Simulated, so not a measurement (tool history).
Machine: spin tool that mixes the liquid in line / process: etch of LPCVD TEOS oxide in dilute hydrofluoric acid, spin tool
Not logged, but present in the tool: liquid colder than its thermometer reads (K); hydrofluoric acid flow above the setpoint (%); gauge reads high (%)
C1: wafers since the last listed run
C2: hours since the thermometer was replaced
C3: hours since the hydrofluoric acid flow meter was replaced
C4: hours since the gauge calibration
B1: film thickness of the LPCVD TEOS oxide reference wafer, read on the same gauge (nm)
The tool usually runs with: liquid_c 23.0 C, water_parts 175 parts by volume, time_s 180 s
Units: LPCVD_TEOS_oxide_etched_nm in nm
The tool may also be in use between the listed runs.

Run 1, hour 0.0: usual settings but water_parts 240 parts by volume; C1 0; C2 1469.0; C3 2263.6; C4 104.4; B1 100.00. Result: LPCVD_TEOS_oxide_etched_nm 28.21 nm.
Run 2, hour 7.1: usual settings but water_parts 240 parts by volume; C1 67; C2 1476.1; C3 2270.7; C4 111.5; B1 100.01. Result: LPCVD_TEOS_oxide_etched_nm 28.46 nm.
Run 3, hour 17.1: usual settings; C1 95; C2 1486.1; C3 2280.7; C4 121.5; B1 99.99. Result: LPCVD_TEOS_oxide_etched_nm 41.20 nm.
Run 4, hour 33.0: usual settings; C1 151; C2 1502.0; C3 2296.6; C4 137.4; B1 99.98. Result: LPCVD_TEOS_oxide_etched_nm 41.32 nm.
Run 5, hour 50.3: usual settings; C1 165; C2 1519.3; C3 2313.9; C4 154.7; B1 99.99. Result: LPCVD_TEOS_oxide_etched_nm 41.13 nm.
Run 6, hour 64.5: usual settings; C1 135; C2 1533.5; C3 2328.1; C4 168.9; B1 99.98. Result: LPCVD_TEOS_oxide_etched_nm 40.87 nm.
Run 7, hour 80.1: usual settings; C1 149; C2 1549.1; C3 2343.7; C4 184.5; B1 99.99. Result: LPCVD_TEOS_oxide_etched_nm 41.33 nm.
Run 8, hour 95.9: usual settings; C1 150; C2 1564.9; C3 2359.5; C4 200.3; B1 100.01. Result: LPCVD_TEOS_oxide_etched_nm 41.15 nm.
At hour 98.0: thermometer replaced.
Run 9, hour 112.5: usual settings; C1 149; C2 14.5; C3 2376.1; C4 216.9; B1 100.01. Result: LPCVD_TEOS_oxide_etched_nm 44.69 nm.
At hour 116.4: gauge calibrated.
Run 10, hour 120.2: usual settings; C1 73; C2 22.2; C3 2383.8; C4 3.8; B1 99.98. Result: LPCVD_TEOS_oxide_etched_nm 44.63 nm.
Run 11, hour 136.2: usual settings; C1 152; C2 38.2; C3 2399.8; C4 19.8; B1 100.00. Result: LPCVD_TEOS_oxide_etched_nm 44.80 nm.
Run 12, hour 144.4: usual settings but time_s 270 s; C1 78; C2 46.4; C3 2408.0; C4 28.0; B1 100.00. Result: LPCVD_TEOS_oxide_etched_nm 67.44 nm.
At hour 145.9: hydrofluoric acid flow meter replaced.
Run 13, hour 161.4: usual settings but liquid_c 21.5 C, water_parts 200 parts by volume; C1 152; C2 63.4; C3 15.5; C4 45.0; B1 99.99. Result: LPCVD_TEOS_oxide_etched_nm 30.93 nm.

For run 14, what comes out?
Run 14, hour 170.8: usual settings; C1 89; C2 72.8; C3 24.9; C4 54.4; B1 ?. Result: LPCVD_TEOS_oxide_etched_nm ?.

{"run 14": {"B1": 100.01, "LPCVD_TEOS_oxide_etched_nm": 38.18}}
Had the tool carried no hidden state, the very same run would have given LPCVD_TEOS_oxide_etched_nm 38.05 nm.

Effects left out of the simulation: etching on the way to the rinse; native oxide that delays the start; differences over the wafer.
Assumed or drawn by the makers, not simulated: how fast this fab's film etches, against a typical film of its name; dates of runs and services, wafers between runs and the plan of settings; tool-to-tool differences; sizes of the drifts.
